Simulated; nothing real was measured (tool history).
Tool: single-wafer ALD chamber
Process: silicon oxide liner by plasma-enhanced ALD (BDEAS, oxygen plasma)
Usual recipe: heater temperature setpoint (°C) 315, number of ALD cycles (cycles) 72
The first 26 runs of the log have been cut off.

run	hour	heater temperature setpoint (°C)	number of ALD cycles (cycles)	wafers since the last listed run	hours since the last thermocouple change	hours since the gauge calibration	read-back reference wafer on the same gauge, thickness_nm	mean film thickness on the monitor wafer (nm)
# hour 370: thermocouple changed; heater temperature recalibrated
27	374.8	315	72	262	4.8	539.1	7.63	6.988
28	391.2	315	68	116	21.2	555.5	7.622	6.621
29	407.7	302	86	117	37.7	572	7.633	8.527
30	425.5	324	77	126	55.5	589.8	7.631	7.42
31	473.1	310	59	338	103.1	637.4	7.627	5.81
32	479.5	321	72	45	109.5	643.8	7.628	6.971
33	489.3	315	72	69	119.3	653.6	7.617	7.036
34	501.2	308	72	84	131.2	665.5	7.631	7.105
35	508.1	315	67	49	138.1	672.4	7.629	6.538
# hour 511.6: gauge calibrated
36	517.9	315	63	69	147.9	6.3	7.535	6.05
37	533.1	329	85	108	163.1	21.5	7.551	8.033
38	547.2	303	78	100	177.2	35.6	7.542	7.648
39	557.4	315	72	72	187.4	45.8	7.551	6.962
40	569.3	319	80	84	199.3	57.7	7.559	7.682
41	585.3	329	67	113	215.3	73.7	7.564	6.371
42	597.6	307	61	87	227.6	86	7.56	5.983
43	605.7	326	85	57	235.7	94.1	7.565	8.087
44	612.7	315	72	49	242.7	101.1	7.574	6.956
45	630.7	328	68	127	260.7	119.1	7.575	6.494
46	648.5	304	64	126	278.5	136.9	7.576	6.287
47	654.7	303	58	44	284.7	143.1	7.582	5.737
48	661	315	72	44	291	149.4	7.577	6.982

Branching from run 48: 3 alternative next runs. What would each branch give?
A	661.5	306	72	3	291.5	149.9	?	?
B	661.5	323	67	3	291.5	149.9	?	?
C	661.5	311	65	3	291.5	149.9	?	?

run	read-back reference wafer on the same gauge, thickness_nm	mean film thickness on the monitor wafer (nm)
A	7.576	7.048
B	7.576	6.403
C	7.576	6.318
With the hidden condition removed and each run's random variation left untouched, the same runs would have given:
run	mean film thickness on the monitor wafer (nm)
A	7
B	6.36
C	6.275
